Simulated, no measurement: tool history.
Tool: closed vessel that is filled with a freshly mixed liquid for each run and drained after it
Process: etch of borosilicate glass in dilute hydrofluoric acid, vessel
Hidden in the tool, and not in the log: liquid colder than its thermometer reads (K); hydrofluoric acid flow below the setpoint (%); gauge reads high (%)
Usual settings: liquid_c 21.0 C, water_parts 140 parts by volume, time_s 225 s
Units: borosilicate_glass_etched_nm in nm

| run | hour | liquid_c | water_parts | time_s | wafers since the last listed run | hours since the thermometer was replaced | hours since the hydrofluoric acid flow meter was replaced | hours since the gauge calibration | read-back film thickness of the borosilicate glass reference wafer, read on the same gauge (nm) | borosilicate_glass_etched_nm |
|---|---|---|---|---|---|---|---|---|---|---|
| 1 | 0.0 | 21.0 | 140 | 225 | 0 | 985.4 | 772.0 | 1422.8 | 110.00 | 40.97 |
| 2 | 59.1 | 21.0 | 140 | 225 | 3442 | 1044.5 | 831.1 | 1481.9 | 109.96 | 40.66 |
|  | 136.4 | thermometer replaced |
| 3 | 143.5 | 21.0 | 140 | 225 | 4858 | 7.1 | 915.5 | 1566.3 | 109.98 | 42.27 |
| 4 | 182.6 | 21.0 | 140 | 225 | 2277 | 46.2 | 954.6 | 1605.4 | 109.99 | 42.14 |
| 5 | 260.3 | 21.0 | 140 | 225 | 4526 | 123.9 | 1032.3 | 1683.1 | 110.03 | 42.14 |
| 6 | 364.3 | 19.5 | 140 | 225 | 6058 | 227.9 | 1136.3 | 1787.1 | 110.00 | 39.10 |
|  | 422.2 | gauge calibrated |
|  | 462.1 | hydrofluoric acid flow meter replaced |
| 7 | 472.1 | 21.0 | 140 | 120 | 6221 | 335.7 | 10.0 | 49.9 | 110.02 | 22.44 |
| 8 | 561.5 | 21.0 | 140 | 225 | 5207 | 425.1 | 99.4 | 139.3 | 110.04 | 41.65 |
| 9 | 752.5 | 21.0 | 120 | 160 | 11126 | 616.1 | 290.4 | 330.3 | 110.01 | 35.06 |
| 10 | 810.1 | 21.0 | 140 | 225 | 3355 | 673.7 | 348.0 | 387.9 | 109.99 | 41.12 |
| 11 | 1056.0 | 21.0 | 140 | 225 | 14324 | 919.6 | 593.9 | 633.8 | 109.99 | 40.53 |
| 12 | 1125.9 | 25.5 | 140 | 225 | 4072 | 989.5 | 663.8 | 703.7 | 110.02 | 48.55 |
| 13 | 1200.6 | 17.0 | 195 | 165 | 4351 | 1064.2 | 738.5 | 778.4 | 109.99 | 17.13 |
| 14 | 1305.2 | 21.0 | 190 | 285 | 6093 | 1168.8 | 843.1 | 883.0 | 109.98 | 35.86 |
| 15 | 1363.0 | 21.0 | 90 | 90 | 3367 | 1226.6 | 900.9 | 940.8 | 110.03 | 26.54 |
| 16 | 1409.6 | 21.0 | 140 | 225 | 2714 | 1273.2 | 947.5 | 987.4 | 109.98 | 40.38 |
|  | 1411.7 | thermometer replaced |
| 17 | 1463.2 | 21.0 | 140 | 115 | 3064 | 51.5 | 1001.1 | 1041.0 | 110.00 | 21.65 |
| 18 | 1504.6 | 22.5 | 175 | 135 | 2411 | 92.9 | 1042.5 | 1082.4 | 109.99 | 20.61 |
| 19 | 1586.3 | 21.0 | 140 | 225 | 4759 | 174.6 | 1124.2 | 1164.1 | 110.00 | 42.33 |
| 20 | 1631.7 | 18.5 | 120 | 340 | 2644 | 220.0 | 1169.6 | 1209.5 | 110.00 | 68.89 |
|  | 1644.0 | hydrofluoric acid flow meter replaced |
| 21 | 1692.6 | 25.5 | 115 | 315 | 3489 | 280.9 | 48.6 | 1270.4 | 110.01 | 87.63 |
| 22 | 1794.2 | 21.0 | 140 | 280 | 5918 | 382.5 | 150.2 | 1372.0 | 109.98 | 52.03 |
| 23 | 1863.9 | 18.5 | 140 | 175 | 4060 | 452.2 | 219.9 | 1441.7 | 110.00 | 29.39 |
| 24 | 1914.3 | 21.0 | 140 | 110 | 2936 | 502.6 | 270.3 | 1492.1 | 110.01 | 20.34 |
| 25 | 1950.6 | 22.5 | 170 | 310 | 2114 | 538.9 | 306.6 | 1528.4 | 110.02 | 48.36 |
| 26 | 2018.2 | 17.5 | 140 | 105 | 3938 | 606.5 | 374.2 | 1596.0 | 110.00 | 16.83 |
| 27 | 2078.5 | 21.0 | 140 | 225 | 3512 | 666.8 | 434.5 | 1656.3 | 110.01 | 41.26 |
| 28 | 2137.7 | 18.0 | 105 | 170 | 3448 | 726.0 | 493.7 | 1715.5 | 109.99 | 38.16 |
| 29 | 2240.0 | 21.0 | 160 | 135 | 5959 | 828.3 | 596.0 | 1817.8 | 110.00 | 21.19 |
| 30 | 2330.4 | 19.5 | 120 | 170 | 5266 | 918.7 | 686.4 | 1908.2 | 109.98 | 34.62 |
| 31 | 2535.5 | 21.0 | 140 | 285 | 11948 | 1123.8 | 891.5 | 2113.3 | 110.00 | 51.43 |
|  | 2579.4 | thermometer replaced |
| 32 | 2601.9 | 21.0 | 140 | 225 | 3809 | 22.5 | 957.9 | 2179.7 | 110.01 | 42.22 |

What the log doesn't show, run by run:
hydrofluoric acid flow below the setpoint (%): 0 in every run
gauge reads high (%): 0 in every run
H1: liquid colder than its thermometer reads (K)
| run | H1 |
|---|---|
| 1 | 0.931 |
| 2 | 0.982 |
| 3 | 0.154 |
| 4 | 0.188 |
| 5 | 0.255 |
| 6 | 0.345 |
| 7 | 0.438 |
| 8 | 0.516 |
| 9 | 0.681 |
| 10 | 0.731 |
| 11 | 0.944 |
| 12 | 1 |
| 13 | 1.07 |
| 14 | 1.16 |
| 15 | 1.21 |
| 16 | 1.25 |
| 17 | 0.0941 |
| 18 | 0.13 |
| 19 | 0.201 |
| 20 | 0.24 |
| 21 | 0.293 |
| 22 | 0.381 |
| 23 | 0.441 |
| 24 | 0.485 |
| 25 | 0.516 |
| 26 | 0.574 |
| 27 | 0.627 |
| 28 | 0.678 |
| 29 | 0.766 |
| 30 | 0.845 |
| 31 | 1.02 |
| 32 | 0.0622 |
